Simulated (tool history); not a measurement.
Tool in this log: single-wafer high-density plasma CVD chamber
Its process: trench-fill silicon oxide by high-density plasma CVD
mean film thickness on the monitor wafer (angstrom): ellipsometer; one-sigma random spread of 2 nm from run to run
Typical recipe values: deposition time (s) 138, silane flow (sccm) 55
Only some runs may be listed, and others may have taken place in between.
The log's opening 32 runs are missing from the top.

| run | day | deposition time (s) | silane flow (sccm) | wafers since the last listed run | hours since the silane flow controller was replaced | hours since the gauge calibration | read-back reference wafer on the same gauge, thickness_nm | mean film thickness on the monitor wafer (angstrom) |
|---|---|---|---|---|---|---|---|---|
| 33 | 32.662 | 138 | 64 | 456 | 195.8 | 312.4 | 950.450 | 9597.56 |
| 34 | 34.062 | 116 | 48 | 444 | 229.4 | 346.0 | 949.353 | 6043.38 |
| 35 | 35.050 | 154 | 59 | 313 | 253.1 | 369.7 | 951.073 | 9924.42 |
| 36 | 35.971 | 138 | 55 | 292 | 275.2 | 391.8 | 949.265 | 8246.14 |
| 37 | 37.367 | 159 | 49 | 443 | 308.7 | 425.3 | 950.104 | 8404.93 |
| 38 | 38.442 | 160 | 46 | 341 | 334.5 | 451.1 | 950.698 | 7984.86 |
| 39 | 39.733 | 138 | 55 | 410 | 365.5 | 482.1 | 949.153 | 8201.19 |
| 40 | 40.671 | 111 | 50 | 297 | 388.0 | 504.6 | 950.330 | 6004.79 |
| 41 | 41.392 | 154 | 55 | 229 | 405.3 | 521.9 | 950.838 | 9147.61 |
| 42 | 42.208 | 138 | 55 | 259 | 424.9 | 541.5 | 949.230 | 8222.52 |

4 ways to go on from here, each from the tool as it stands after run 42. What would each give?
| A | 42.225 | 138 | 55 | 5 | 425.3 | 541.9 | ? | ? |
| B | 42.225 | 164 | 46 | 5 | 425.3 | 541.9 | ? | ? |
| C | 42.225 | 154 | 46 | 5 | 425.3 | 541.9 | ? | ? |
| D | 42.225 | 127 | 58 | 5 | 425.3 | 541.9 | ? | ? |

| run | read-back reference wafer on the same gauge, thickness_nm | mean film thickness on the monitor wafer (angstrom) |
|---|---|---|
| A | 950.016 | 8184.47 |
| B | 950.016 | 8134.87 |
| C | 950.016 | 7638.84 |
| D | 950.016 | 7942.92 |
Without the tool's unlogged condition, the same runs would have read:
| run | mean film thickness on the monitor wafer (angstrom) |
|---|---|
| A | 8319.96 |
| B | 8269.53 |
| C | 7765.29 |
| D | 8074.42 |
